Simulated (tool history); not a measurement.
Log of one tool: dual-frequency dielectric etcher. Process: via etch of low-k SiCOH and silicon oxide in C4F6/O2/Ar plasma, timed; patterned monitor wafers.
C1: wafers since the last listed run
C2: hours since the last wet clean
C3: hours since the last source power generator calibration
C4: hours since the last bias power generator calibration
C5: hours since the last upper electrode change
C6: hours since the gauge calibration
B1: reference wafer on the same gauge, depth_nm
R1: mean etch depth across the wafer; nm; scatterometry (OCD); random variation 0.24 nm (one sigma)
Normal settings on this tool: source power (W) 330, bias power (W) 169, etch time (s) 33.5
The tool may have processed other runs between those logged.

Run 1, hour 0.0: usual settings; C1 0; C2 470.3; C3 1598.9; C4 1508.1; C5 5178.2; C6 1791.4; B1 54.4. Result: R1 68.5 nm.
At hour 25.1: gauge calibrated.
Run 2, hour 107.6: usual settings but bias power (W) 149; C1 1310; C2 577.9; C3 1706.5; C4 1615.7; C5 5285.8; C6 82.5; B1 54.4. Result: R1 66.3 nm.
At hour 208.9: wet clean of the chamber.
Run 3, hour 306.3: usual settings; C1 2127; C2 97.4; C3 1905.2; C4 1814.4; C5 5484.5; C6 281.2; B1 54.4. Result: R1 67.3 nm.
Run 4, hour 367.6: usual settings; C1 746; C2 158.7; C3 1966.5; C4 1875.7; C5 5545.8; C6 342.5; B1 54.5. Result: R1 67.3 nm.
Run 5, hour 428.5: usual settings; C1 741; C2 219.6; C3 2027.4; C4 1936.6; C5 5606.7; C6 403.4; B1 54.4. Result: R1 67.8 nm.
Run 6, hour 527.4: usual settings; C1 1204; C2 318.5; C3 2126.3; C4 2035.5; C5 5705.6; C6 502.3; B1 54.4. Result: R1 67.8 nm.
Run 7, hour 618.3: usual settings but bias power (W) 190, etch time (s) 29.5; C1 1106; C2 409.4; C3 2217.2; C4 2126.4; C5 5796.5; C6 593.2; B1 54.4. Result: R1 63.0 nm.
At hour 698.0: upper electrode replaced.
Run 8, hour 714.2: usual settings but bias power (W) 190, etch time (s) 29.5; C1 875; C2 505.3; C3 2313.1; C4 2222.3; C5 16.2; C6 689.1; B1 54.4. Result: R1 63.2 nm.
Run 9, hour 811.4: usual settings but bias power (W) 190, etch time (s) 29.5; C1 1183; C2 602.5; C3 2410.3; C4 2319.5; C5 113.4; C6 786.3; B1 54.4. Result: R1 63.0 nm.
Run 10, hour 864.6: usual settings; C1 647; C2 655.7; C3 2463.5; C4 2372.7; C5 166.6; C6 839.5; B1 54.3. Result: R1 69.3 nm.
At hour 923.9: bias power generator calibrated.
At hour 944.9: wet clean of the chamber.
Run 11, hour 945.4: usual settings but bias power (W) 136; C1 679; C2 0.5; C3 2544.3; C4 21.5; C5 247.4; C6 920.3; B1 54.5. Result: R1 62.8 nm.
Run 12, hour 1013.1: usual settings but source power (W) 390, bias power (W) 195, etch time (s) 27.5; C1 824; C2 68.2; C3 2612.0; C4 89.2; C5 315.1; C6 988.0; B1 54.4. Result: R1 62.2 nm.
Run 13, hour 1084.3: usual settings but etch time (s) 26.5; C1 867; C2 139.4; C3 2683.2; C4 160.4; C5 386.3; C6 1059.2; B1 54.4. Result: R1 53.9 nm.
Run 14, hour 1187.7: usual settings; C1 1259; C2 242.8; C3 2786.6; C4 263.8; C5 489.7; C6 1162.6; B1 54.3. Result: R1 68.1 nm.
Run 15, hour 1274.9: usual settings; C1 1061; C2 330.0; C3 2873.8; C4 351.0; C5 576.9; C6 1249.8; B1 54.4. Result: R1 68.7 nm.
Run 16, hour 1330.3: usual settings but source power (W) 380, etch time (s) 26.5; C1 674; C2 385.4; C3 2929.2; C4 406.4; C5 632.3; C6 1305.2; B1 54.5. Result: R1 57.2 nm.
Run 17, hour 1434.4: usual settings but etch time (s) 38.0; C1 1267; C2 489.5; C3 3033.3; C4 510.5; C5 736.4; C6 1409.3; B1 54.4. Result: R1 78.3 nm.
Run 18, hour 1514.9: usual settings but source power (W) 360; C1 980; C2 570.0; C3 3113.8; C4 591.0; C5 816.9; C6 1489.8; B1 54.4. Result: R1 71.6 nm.
At hour 1575.1: wet clean of the chamber.
At hour 1583.3: source power generator calibrated.
Run 19, hour 1583.8: usual settings but source power (W) 310, etch time (s) 27.5; C1 498; C2 8.7; C3 0.5; C4 659.9; C5 885.8; C6 1558.7; B1 54.4. Result: R1 53.6 nm.
Run 20, hour 1868.8: usual settings; C1 3470; C2 293.7; C3 285.5; C4 944.9; C5 1170.8; C6 1843.7; B1 54.4. Result: R1 67.8 nm.
Run 21, hour 1928.0: usual settings but source power (W) 300, bias power (W) 130, etch time (s) 30.5; C1 720; C2 352.9; C3 344.7; C4 1004.1; C5 1230.0; C6 1902.9; B1 54.4. Result: R1 55.3 nm.
At hour 1936.5: gauge calibrated.
Run 22, hour 2004.8: usual settings but etch time (s) 40.0; C1 935; C2 429.7; C3 421.5; C4 1080.9; C5 1306.8; C6 68.3; B1 54.5. Result: R1 81.6 nm.
Run 23, hour 2105.8: usual settings but source power (W) 380, bias power (W) 209, etch time (s) 40.0; C1 1229; C2 530.7; C3 522.5; C4 1181.9; C5 1407.8; C6 169.3; B1 54.4. Result: R1 92.8 nm.
Run 24, hour 2205.9: usual settings but etch time (s) 24.5; C1 1219; C2 630.8; C3 622.6; C4 1282.0; C5 1507.9; C6 269.4; B1 54.4. Result: R1 50.6 nm.
Run 25, hour 2299.6: usual settings but source power (W) 380, etch time (s) 40.0; C1 1141; C2 724.5; C3 716.3; C4 1375.7; C5 1601.6; C6 363.1; B1 54.4. Result: R1 87.5 nm.
At hour 2359.4: wet clean of the chamber.
Run 26, hour 2515.5: usual settings but source power (W) 290, bias power (W) 197; C1 2336; C2 156.1; C3 932.2; C4 1591.6; C5 1817.5; C6 579.0; B1 54.4. Result: R1 67.5 nm.
Run 27, hour 2611.9: usual settings but source power (W) 410; C1 1173; C2 252.5; C3 1028.6; C4 1688.0; C5 1913.9; C6 675.4; B1 54.4. Result: R1 73.7 nm.
Run 28, hour 2660.3: usual settings but bias power (W) 185, etch time (s) 24.5; C1 589; C2 300.9; C3 1077.0; C4 1736.4; C5 1962.3; C6 723.8; B1 54.4. Result: R1 51.3 nm.

Consider 5 possible next runs. They are alternatives, not a sequence: every one starts from the tool as it was left by run 28. What does each give?
Run A, hour 2660.7: usual settings but etch time (s) 41.0; C1 4; C2 301.3; C3 1077.4; C4 1736.8; C5 1962.7; C6 724.2; B1 ?. Result: R1 ?.
Run B, hour 2660.7: usual settings but source power (W) 260, bias power (W) 195, etch time (s) 30.5; C1 4; C2 301.3; C3 1077.4; C4 1736.8; C5 1962.7; C6 724.2; B1 ?. Result: R1 ?.
Run C, hour 2660.7: usual settings but source power (W) 250, bias power (W) 138, etch time (s) 37.0; C1 4; C2 301.3; C3 1077.4; C4 1736.8; C5 1962.7; C6 724.2; B1 ?. Result: R1 ?.
Run D, hour 2660.7: usual settings but source power (W) 300, bias power (W) 184, etch time (s) 41.5; C1 4; C2 301.3; C3 1077.4; C4 1736.8; C5 1962.7; C6 724.2; B1 ?. Result: R1 ?.
Run E, hour 2660.7: usual settings but bias power (W) 144; C1 4; C2 301.3; C3 1077.4; C4 1736.8; C5 1962.7; C6 724.2; B1 ?. Result: R1 ?.

run    B1    R1
  A  54.4  82.5
  B  54.4  58.7
  C  54.4  62.7
  D  54.4  82.7
  E  54.4  64.1
Without the tool's hidden state the same runs would have given:
run    R1
  A  82.0
  B  58.4
  C  62.3
  D  82.3
  E  63.7
